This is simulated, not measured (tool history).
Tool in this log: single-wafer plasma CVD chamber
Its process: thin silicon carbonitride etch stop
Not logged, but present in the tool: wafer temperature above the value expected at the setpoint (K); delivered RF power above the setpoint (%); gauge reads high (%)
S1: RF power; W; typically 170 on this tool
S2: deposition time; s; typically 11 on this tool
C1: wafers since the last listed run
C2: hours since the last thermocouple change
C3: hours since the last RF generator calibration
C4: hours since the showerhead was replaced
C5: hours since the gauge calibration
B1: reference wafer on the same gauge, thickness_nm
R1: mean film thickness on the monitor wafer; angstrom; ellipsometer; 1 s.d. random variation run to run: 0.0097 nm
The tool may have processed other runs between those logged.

run 1 hour=0 | S1=170 S2=11 | C1=0 C2=840.5 C3=1628.8 C4=4258.4 C5=177.3 | B1=7.612 | R1=63.79
run 2 hour=7.9 | S1=170 S2=11 | C1=223 C2=848.4 C3=1636.7 C4=4266.3 C5=185.2 | B1=7.612 | R1=64.01
run 3 hour=25.9 | S1=170 S2=11 | C1=509 C2=866.4 C3=1654.7 C4=4284.3 C5=203.2 | B1=7.607 | R1=63.71
run 4 hour=39.3 | S1=170 S2=9.7 | C1=379 C2=879.8 C3=1668.1 C4=4297.7 C5=216.6 | B1=7.599 | R1=56.26
run 5 hour=54.3 | S1=170 S2=9.7 | C1=424 C2=894.8 C3=1683.1 C4=4312.7 C5=231.6 | B1=7.601 | R1=56.22
run 6 hour=69.3 | S1=185 S2=11 | C1=424 C2=909.8 C3=1698.1 C4=4327.7 C5=246.6 | B1=7.599 | R1=64.93
run 7 hour=84.1 | S1=170 S2=11 | C1=418 C2=924.6 C3=1712.9 C4=4342.5 C5=261.4 | B1=7.597 | R1=63.77
run 8 hour=91.4 | S1=170 S2=11 | C1=206 C2=931.9 C3=1720.2 C4=4349.8 C5=268.7 | B1=7.598 | R1=63.72
run 9 hour=102.5 | S1=170 S2=11 | C1=314 C2=943 C3=1731.3 C4=4360.9 C5=279.8 | B1=7.595 | R1=63.62
run 10 hour=119.1 | S1=170 S2=11 | C1=469 C2=959.6 C3=1747.9 C4=4377.5 C5=296.4 | B1=7.595 | R1=63.8
run 11 hour=126.1 | S1=180 S2=12.6 | C1=198 C2=966.6 C3=1754.9 C4=4384.5 C5=303.4 | B1=7.593 | R1=73.89
run 12 hour=133.2 | S1=170 S2=11 | C1=200 C2=973.7 C3=1762 C4=4391.6 C5=310.5 | B1=7.593 | R1=63.83
run 13 hour=150.9 | S1=170 S2=11 | C1=500 C2=991.4 C3=1779.7 C4=4409.3 C5=328.2 | B1=7.591 | R1=63.63
run 14 hour=166.8 | S1=170 S2=11 | C1=449 C2=1007.3 C3=1795.6 C4=4425.2 C5=344.1 | B1=7.59 | R1=63.7
-- hour=177.4 showerhead replaced
run 15 hour=182.3 | S1=170 S2=9.5 | C1=212 C2=1022.8 C3=1811.1 C4=4.9 C5=359.6 | B1=7.588 | R1=54.95
run 16 hour=189.6 | S1=170 S2=9.5 | C1=206 C2=1030.1 C3=1818.4 C4=12.2 C5=366.9 | B1=7.588 | R1=54.82
run 17 hour=196 | S1=195 S2=12 | C1=181 C2=1036.5 C3=1824.8 C4=18.6 C5=373.3 | B1=7.586 | R1=71.64
run 18 hour=204.3 | S1=200 S2=9.1 | C1=234 C2=1044.8 C3=1833.1 C4=26.9 C5=381.6 | B1=7.588 | R1=54.71
run 19 hour=221.4 | S1=195 S2=11 | C1=483 C2=1061.9 C3=1850.2 C4=44 C5=398.7 | B1=7.585 | R1=65.63
run 20 hour=231.4 | S1=140 S2=11 | C1=282 C2=1071.9 C3=1860.2 C4=54 C5=408.7 | B1=7.584 | R1=61.04
run 21 hour=247.5 | S1=150 S2=8.9 | C1=455 C2=1088 C3=1876.3 C4=70.1 C5=424.8 | B1=7.585 | R1=50.06
-- hour=268.1 thermocouple changed; heater temperature recalibrated
run 22 hour=268.6 | S1=200 S2=9.1 | C1=370 C2=0.5 C3=1897.4 C4=91.2 C5=445.9 | B1=7.582 | R1=54.56
-- hour=281.3 RF generator calibrated
run 23 hour=281.8 | S1=170 S2=11 | C1=147 C2=13.7 C3=0.5 C4=104.4 C5=459.1 | B1=7.584 | R1=63.38
-- hour=293.3 gauge calibrated
run 24 hour=294.4 | S1=180 S2=12.6 | C1=356 C2=26.3 C3=13.1 C4=117 C5=1.1 | B1=7.68 | R1=74.57
run 25 hour=307.7 | S1=185 S2=10.4 | C1=376 C2=39.6 C3=26.4 C4=130.3 C5=14.4 | B1=7.668 | R1=61.83
run 26 hour=337 | S1=190 S2=11 | C1=829 C2=68.9 C3=55.7 C4=159.6 C5=43.7 | B1=7.649 | R1=65.68
run 27 hour=345.2 | S1=185 S2=12.6 | C1=232 C2=77.1 C3=63.9 C4=167.8 C5=51.9 | B1=7.645 | R1=74.84
run 28 hour=352.3 | S1=185 S2=12.2 | C1=200 C2=84.2 C3=71 C4=174.9 C5=59 | B1=7.644 | R1=72.4
run 29 hour=361.5 | S1=205 S2=12.1 | C1=260 C2=93.4 C3=80.2 C4=184.1 C5=68.2 | B1=7.637 | R1=73.36
run 30 hour=372.1 | S1=180 S2=10 | C1=299 C2=104 C3=90.8 C4=194.7 C5=78.8 | B1=7.633 | R1=58.72
run 31 hour=387.3 | S1=180 S2=9.6 | C1=430 C2=119.2 C3=106 C4=209.9 C5=94 | B1=7.626 | R1=56.56
run 32 hour=395.8 | S1=160 S2=13.1 | C1=240 C2=127.7 C3=114.5 C4=218.4 C5=102.5 | B1=7.622 | R1=75.13

Give the tool's hidden conditions for every run:
wafer temperature above the value expected at the setpoint (K): 0 in every run
delivered RF power above the setpoint (%): 0 in every run
H1: gauge reads high (%)
run=1 H1=-1.03
run=2 H1=-1.05
run=3 H1=-1.1
run=4 H1=-1.13
run=5 H1=-1.16
run=6 H1=-1.19
run=7 H1=-1.22
run=8 H1=-1.23
run=9 H1=-1.25
run=10 H1=-1.27
run=11 H1=-1.28
run=12 H1=-1.29
run=13 H1=-1.3
run=14 H1=-1.32
run=15 H1=-1.33
run=16 H1=-1.34
run=17 H1=-1.34
run=18 H1=-1.35
run=19 H1=-1.36
run=20 H1=-1.37
run=21 H1=-1.38
run=22 H1=-1.39
run=23 H1=-1.39
run=24 H1=-0.151
run=25 H1=-0.275
run=26 H1=-0.512
run=27 H1=-0.57
run=28 H1=-0.618
run=29 H1=-0.676
run=30 H1=-0.739
run=31 H1=-0.822
run=32 H1=-0.864

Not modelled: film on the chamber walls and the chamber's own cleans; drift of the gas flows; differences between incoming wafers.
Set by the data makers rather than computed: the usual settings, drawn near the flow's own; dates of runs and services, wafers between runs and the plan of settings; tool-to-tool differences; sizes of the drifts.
